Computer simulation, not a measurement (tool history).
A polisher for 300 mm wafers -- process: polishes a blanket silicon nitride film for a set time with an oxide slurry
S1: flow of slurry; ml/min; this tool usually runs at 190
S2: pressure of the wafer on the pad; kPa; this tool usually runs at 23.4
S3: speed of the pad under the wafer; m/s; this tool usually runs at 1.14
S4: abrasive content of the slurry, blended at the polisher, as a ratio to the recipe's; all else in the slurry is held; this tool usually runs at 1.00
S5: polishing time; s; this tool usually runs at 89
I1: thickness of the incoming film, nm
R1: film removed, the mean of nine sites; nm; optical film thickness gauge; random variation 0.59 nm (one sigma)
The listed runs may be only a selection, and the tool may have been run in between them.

run	hour	S1	S2	S3	S4	S5	I1	R1
1	0.0	190	23.4	1.42	1.00	89	331.8	83.2
2	62.8	190	23.4	1.42	1.00	89	327.3	84.0
3	112.0	240	23.4	1.14	1.00	89	332.8	73.1
4	147.8	240	23.4	1.14	1.00	89	332.0	73.9
5	223.9	240	23.4	1.14	1.00	89	327.5	73.2
6	421.6	190	23.4	1.14	1.00	89	326.5	71.5
7	516.1	190	23.4	1.14	1.00	89	334.2	71.3
8	600.8	160	23.4	1.14	1.00	89	325.1	69.2
9	648.0	155	23.4	1.14	0.75	119	328.3	78.4
10	697.7	190	23.4	1.14	1.00	89	327.4	72.4
11	787.7	190	23.4	1.14	1.00	89	335.0	72.1
12	877.0	155	28.3	0.88	1.00	65	331.0	49.2
13	964.5	240	23.4	1.14	1.00	89	327.9	73.1
14	1074.2	190	25.5	1.14	1.00	89	326.7	76.4
15	1116.5	190	23.4	1.30	0.80	89	326.0	68.2

Put back what was entered between runs (13 entries, withheld): which listed runs does each sit between, and how does the hidden state differ from the listed run before to the listed run after?
Runs 2 to 3: slurry blender recalibrated (hour 68.7); worn pad replaced by a new one (hour 111.5)
  no difference in the tool's unlogged condition between these two runs
Runs 3 to 4: conditioning disc replaced and pad reconditioned (hour 123.6)
  no difference in the tool's unlogged condition between these two runs
Runs 5 to 6: worn pad replaced by a new one (hour 328.4); slurry nozzle cleaned (hour 404.8)
  no difference in the tool's unlogged condition between these two runs
Runs 6 to 7: slurry blender recalibrated (hour 468.9)
  no difference in the tool's unlogged condition between these two runs
Runs 7 to 8: head pressure recalibrated (hour 551.3); worn pad replaced by a new one (hour 561.5); conditioning disc replaced and pad reconditioned (hour 576.2)
  no difference in the tool's unlogged condition between these two runs
Runs 11 to 12: worn pad replaced by a new one (hour 813.4)
  no difference in the tool's unlogged condition between these two runs
Runs 12 to 13: slurry blender recalibrated (hour 896.2)
  no difference in the tool's unlogged condition between these two runs
Runs 13 to 14: conditioning disc replaced and pad reconditioned (hour 1004.3); worn pad replaced by a new one (hour 1045.5)
  no difference in the tool's unlogged condition between these two runs
